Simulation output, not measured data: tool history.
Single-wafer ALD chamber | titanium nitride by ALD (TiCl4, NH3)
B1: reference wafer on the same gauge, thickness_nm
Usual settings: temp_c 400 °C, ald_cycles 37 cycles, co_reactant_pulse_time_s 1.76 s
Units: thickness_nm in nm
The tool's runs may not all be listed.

Run 1, hour 0.0: usual settings; B1 0.702. Result: thickness_nm 0.756 nm.
Run 2, hour 65.8: usual settings; B1 0.702. Result: thickness_nm 0.758 nm.
Run 3, hour 123.7: usual settings; B1 0.701. Result: thickness_nm 0.754 nm.
Run 4, hour 194.0: usual settings; B1 0.701. Result: thickness_nm 0.753 nm.
Run 5, hour 234.8: usual settings but co_reactant_pulse_time_s 1.50 s; B1 0.701. Result: thickness_nm 0.748 nm.
Run 6, hour 325.1: usual settings but co_reactant_pulse_time_s 1.50 s; B1 0.700. Result: thickness_nm 0.751 nm.
Run 7, hour 394.8: usual settings but co_reactant_pulse_time_s 1.50 s; B1 0.701. Result: thickness_nm 0.748 nm.
Run 8, hour 493.6: usual settings; B1 0.701. Result: thickness_nm 0.759 nm.
Run 9, hour 540.5: usual settings; B1 0.701. Result: thickness_nm 0.753 nm.
At hour 579.5: gauge calibrated.
Run 10, hour 590.4: usual settings; B1 0.721. Result: thickness_nm 0.779 nm.
Run 11, hour 683.1: usual settings; B1 0.719. Result: thickness_nm 0.775 nm.
At hour 738.6: thermocouple changed; heater temperature recalibrated.
Run 12, hour 743.2: usual settings; B1 0.717. Result: thickness_nm 0.771 nm.
Run 13, hour 827.4: usual settings; B1 0.713. Result: thickness_nm 0.770 nm.
Run 14, hour 903.9: usual settings but temp_c 385 °C, ald_cycles 30 cycles, co_reactant_pulse_time_s 2.28 s; B1 0.712. Result: thickness_nm 0.622 nm.
At hour 933.5: showerhead replaced.
Run 15, hour 953.3: usual settings but temp_c 389 °C, ald_cycles 35 cycles, co_reactant_pulse_time_s 2.15 s; B1 0.710. Result: thickness_nm 0.725 nm.
Run 16, hour 1037.4: usual settings but temp_c 391 °C, ald_cycles 35 cycles; B1 0.709. Result: thickness_nm 0.715 nm.
Run 17, hour 1142.1: usual settings; B1 0.708. Result: thickness_nm 0.764 nm.
Run 18, hour 1224.2: usual settings but ald_cycles 43 cycles; B1 0.707. Result: thickness_nm 0.886 nm.
Run 19, hour 1261.5: usual settings but ald_cycles 31 cycles, co_reactant_pulse_time_s 2.37 s; B1 0.705. Result: thickness_nm 0.645 nm.
Run 20, hour 1312.2: usual settings but ald_cycles 35 cycles; B1 0.705. Result: thickness_nm 0.717 nm.
Run 21, hour 1408.5: usual settings but temp_c 405 °C; B1 0.704. Result: thickness_nm 0.762 nm.
Run 22, hour 1478.2: usual settings but temp_c 390 °C, co_reactant_pulse_time_s 2.06 s; B1 0.703. Result: thickness_nm 0.759 nm.
Run 23, hour 1544.4: usual settings but temp_c 408 °C, co_reactant_pulse_time_s 2.08 s; B1 0.703. Result: thickness_nm 0.768 nm.
Run 24, hour 1607.4: usual settings but temp_c 409 °C; B1 0.703. Result: thickness_nm 0.763 nm.
Run 25, hour 1685.2: usual settings but temp_c 395 °C, co_reactant_pulse_time_s 2.07 s; B1 0.703. Result: thickness_nm 0.758 nm.
Run 26, hour 1780.3: usual settings; B1 0.702. Result: thickness_nm 0.758 nm.
Run 27, hour 1847.0: usual settings but temp_c 406 °C, co_reactant_pulse_time_s 2.05 s; B1 0.702. Result: thickness_nm 0.768 nm.

3 ways to go on from here, each from the tool as it stands after run 27. What would each give?
Run A, hour 1847.5: usual settings but ald_cycles 34 cycles; B1 ?. Result: thickness_nm ?.
Run B, hour 1847.5: usual settings but temp_c 394 °C; B1 ?. Result: thickness_nm ?.
Run C, hour 1847.5: usual settings but temp_c 392 °C, ald_cycles 35 cycles; B1 ?. Result: thickness_nm ?.

run     B1  thickness_nm
  A  0.702         0.698
  B  0.702         0.755
  C  0.702         0.712
Without the tool's hidden state the same runs would have given:
run  thickness_nm
  A         0.716
  B         0.774
  C         0.731
